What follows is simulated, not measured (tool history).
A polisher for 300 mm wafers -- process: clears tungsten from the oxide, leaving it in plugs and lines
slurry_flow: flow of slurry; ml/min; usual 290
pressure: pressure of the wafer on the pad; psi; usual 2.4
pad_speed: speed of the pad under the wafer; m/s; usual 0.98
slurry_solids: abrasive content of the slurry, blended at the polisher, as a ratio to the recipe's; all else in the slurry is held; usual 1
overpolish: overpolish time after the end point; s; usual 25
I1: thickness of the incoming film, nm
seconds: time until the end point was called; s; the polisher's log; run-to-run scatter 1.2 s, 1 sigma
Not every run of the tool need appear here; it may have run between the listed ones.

run 1 hour=0 | slurry_flow=290 pressure=2.4 pad_speed=0.98 slurry_solids=1 overpolish=25 | I1=244.6 | seconds=100.3
-- hour=16.8 slurry nozzle cleaned
run 2 hour=49.1 | slurry_flow=290 pressure=2.4 pad_speed=0.98 slurry_solids=1 overpolish=25 | I1=240.9 | seconds=101.3
run 3 hour=131.4 | slurry_flow=290 pressure=2.4 pad_speed=0.98 slurry_solids=1 overpolish=25 | I1=243.4 | seconds=102
run 4 hour=216 | slurry_flow=290 pressure=2.4 pad_speed=0.98 slurry_solids=1.25 overpolish=25 | I1=243.9 | seconds=94.3
run 5 hour=252.6 | slurry_flow=290 pressure=2.4 pad_speed=0.98 slurry_solids=1 overpolish=25 | I1=248 | seconds=106.5
-- hour=258.1 worn pad replaced by a new one
run 6 hour=319.4 | slurry_flow=290 pressure=2.4 pad_speed=0.98 slurry_solids=1 overpolish=25 | I1=242 | seconds=100.2
run 7 hour=422.8 | slurry_flow=290 pressure=2.4 pad_speed=0.98 slurry_solids=1.2 overpolish=25 | I1=245.7 | seconds=97.5
-- hour=452 slurry tank refilled with fresh slurry and peroxide
run 8 hour=498.7 | slurry_flow=290 pressure=2.4 pad_speed=0.98 slurry_solids=1 overpolish=25 | I1=243.9 | seconds=102.6
-- hour=536.9 slurry blender recalibrated
run 9 hour=591.7 | slurry_flow=290 pressure=2.4 pad_speed=0.7 slurry_solids=1 overpolish=25 | I1=249.5 | seconds=144
run 10 hour=638.1 | slurry_flow=290 pressure=1.9 pad_speed=0.98 slurry_solids=1 overpolish=25 | I1=242.9 | seconds=128.1
run 11 hour=716.2 | slurry_flow=290 pressure=2.8 pad_speed=1.32 slurry_solids=0.85 overpolish=25 | I1=245.4 | seconds=72.7
-- hour=747.6 head pressure recalibrated
run 12 hour=789 | slurry_flow=370 pressure=2.4 pad_speed=0.98 slurry_solids=1 overpolish=25 | I1=247.6 | seconds=102.4
-- hour=791.8 slurry nozzle cleaned
run 13 hour=868 | slurry_flow=385 pressure=2.4 pad_speed=1.16 slurry_solids=1 overpolish=25 | I1=247.8 | seconds=87.5
run 14 hour=943.4 | slurry_flow=290 pressure=2 pad_speed=0.98 slurry_solids=1 overpolish=25 | I1=243.7 | seconds=121.6
-- hour=1008.5 worn pad replaced by a new one
run 15 hour=1009 | slurry_flow=195 pressure=2.4 pad_speed=0.84 slurry_solids=1 overpolish=25 | I1=246.9 | seconds=123.3
run 16 hour=1053.8 | slurry_flow=290 pressure=2.4 pad_speed=0.98 slurry_solids=1 overpolish=25 | I1=243.9 | seconds=102.3
run 17 hour=1106 | slurry_flow=290 pressure=2.9 pad_speed=0.86 slurry_solids=1 overpolish=25 | I1=243.7 | seconds=96.5
-- hour=1110.3 slurry tank refilled with fresh slurry and peroxide
-- hour=1158.2 slurry blender recalibrated
run 18 hour=1199.1 | slurry_flow=290 pressure=2.4 pad_speed=0.98 slurry_solids=1 overpolish=32 | I1=244.6 | seconds=101.5
run 19 hour=1244.6 | slurry_flow=265 pressure=2.4 pad_speed=0.98 slurry_solids=1.2 overpolish=36 | I1=245 | seconds=97.7

The next listed run, before its measurement:
run 20 hour=1282.9 | slurry_flow=290 pressure=2.9 pad_speed=1.3 slurry_solids=0.8 overpolish=25 | I1=243.4 | seconds=?

{"run 20": {"seconds": 72.5}}
On a tool with no hidden condition, and with the same random variation, this run would have come out at seconds 72.5 s.

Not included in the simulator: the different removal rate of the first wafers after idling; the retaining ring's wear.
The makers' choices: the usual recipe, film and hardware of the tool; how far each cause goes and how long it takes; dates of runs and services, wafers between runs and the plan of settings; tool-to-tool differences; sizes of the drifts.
